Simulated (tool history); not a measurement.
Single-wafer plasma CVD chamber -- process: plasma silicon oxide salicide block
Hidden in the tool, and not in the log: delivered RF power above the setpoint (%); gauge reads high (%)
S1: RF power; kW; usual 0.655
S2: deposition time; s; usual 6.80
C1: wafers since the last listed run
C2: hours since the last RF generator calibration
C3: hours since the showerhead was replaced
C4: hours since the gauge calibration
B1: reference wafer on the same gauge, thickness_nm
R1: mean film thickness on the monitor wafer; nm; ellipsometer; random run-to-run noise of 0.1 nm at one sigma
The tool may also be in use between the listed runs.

Run 1, hour 0.0: usual settings but S1 0.590 kW; C1 0; C2 1902.6; C3 3941.5; C4 210.2; B1 54.391. Result: R1 64.137 nm.
Run 2, hour 28.3: usual settings but S2 7.74 s; C1 970; C2 1930.9; C3 3969.8; C4 238.5; B1 54.379. Result: R1 74.821 nm.
Run 3, hour 79.6: usual settings but S2 7.74 s; C1 1759; C2 1982.2; C3 4021.1; C4 289.8; B1 54.426. Result: R1 75.029 nm.
Run 4, hour 106.8: usual settings; C1 933; C2 2009.4; C3 4048.3; C4 317.0; B1 54.388. Result: R1 65.709 nm.
Run 5, hour 135.0: usual settings but S1 0.730 kW; C1 967; C2 2037.6; C3 4076.5; C4 345.2; B1 54.394. Result: R1 67.688 nm.
Run 6, hour 188.4: usual settings but S1 0.730 kW; C1 1831; C2 2091.0; C3 4129.9; C4 398.6; B1 54.387. Result: R1 67.637 nm.
Run 7, hour 216.6: usual settings but S1 0.730 kW; C1 967; C2 2119.2; C3 4158.1; C4 426.8; B1 54.385. Result: R1 67.662 nm.
Run 8, hour 249.4: usual settings but S1 0.610 kW; C1 1125; C2 2152.0; C3 4190.9; C4 459.6; B1 54.420. Result: R1 64.514 nm.
Run 9, hour 275.5: usual settings but S1 0.610 kW; C1 895; C2 2178.1; C3 4217.0; C4 485.7; B1 54.395. Result: R1 64.328 nm.
At hour 286.7: gauge calibrated.
At hour 297.6: showerhead replaced.
Run 10, hour 317.4: usual settings but S1 0.750 kW; C1 1162; C2 2220.0; C3 19.8; C4 30.7; B1 54.406. Result: R1 67.976 nm.
Run 11, hour 383.4: usual settings but S1 0.540 kW, S2 7.81 s; C1 2263; C2 2286.0; C3 85.8; C4 96.7; B1 54.424. Result: R1 71.755 nm.
Run 12, hour 411.8: usual settings but S1 0.755 kW, S2 7.65 s; C1 974; C2 2314.4; C3 114.2; C4 125.1; B1 54.403. Result: R1 76.507 nm.
Run 13, hour 437.7: usual settings; C1 888; C2 2340.3; C3 140.1; C4 151.0; B1 54.409. Result: R1 65.511 nm.
Run 14, hour 507.6: usual settings but S1 0.775 kW, S2 7.77 s; C1 2397; C2 2410.2; C3 210.0; C4 220.9; B1 54.369. Result: R1 78.013 nm.
At hour 574.9: RF generator calibrated.
Run 15, hour 575.4: usual settings but S1 0.535 kW; C1 2051; C2 0.5; C3 277.8; C4 288.7; B1 54.395. Result: R1 63.329 nm.
Run 16, hour 696.6: usual settings but S2 8.16 s; C1 4157; C2 121.7; C3 399.0; C4 409.9; B1 54.398. Result: R1 80.298 nm.
Run 17, hour 768.6: usual settings but S1 0.775 kW, S2 8.01 s; C1 2469; C2 193.7; C3 471.0; C4 481.9; B1 54.389. Result: R1 82.110 nm.
Run 18, hour 813.3: usual settings; C1 1533; C2 238.4; C3 515.7; C4 526.6; B1 54.371. Result: R1 66.486 nm.

What if the next run were any one of these 4? Each begins from the tool's condition after run 18:
Run A, hour 813.7: usual settings; C1 13; C2 238.8; C3 516.1; C4 527.0; B1 ?. Result: R1 ?.
Run B, hour 813.7: usual settings but S1 0.775 kW, S2 6.09 s; C1 13; C2 238.8; C3 516.1; C4 527.0; B1 ?. Result: R1 ?.
Run C, hour 813.7: usual settings but S1 0.775 kW, S2 7.56 s; C1 13; C2 238.8; C3 516.1; C4 527.0; B1 ?. Result: R1 ?.
Run D, hour 813.7: usual settings but S1 0.720 kW, S2 5.91 s; C1 13; C2 238.8; C3 516.1; C4 527.0; B1 ?. Result: R1 ?.

run      B1      R1
  A  54.407  66.626
  B  54.407  62.372
  C  54.407  77.427
  D  54.407  59.360
The same runs, with their run-to-run variation unchanged, on a tool lacking any hidden condition would have given:
run      R1
  A  66.713
  B  62.454
  C  77.529
  D  59.438

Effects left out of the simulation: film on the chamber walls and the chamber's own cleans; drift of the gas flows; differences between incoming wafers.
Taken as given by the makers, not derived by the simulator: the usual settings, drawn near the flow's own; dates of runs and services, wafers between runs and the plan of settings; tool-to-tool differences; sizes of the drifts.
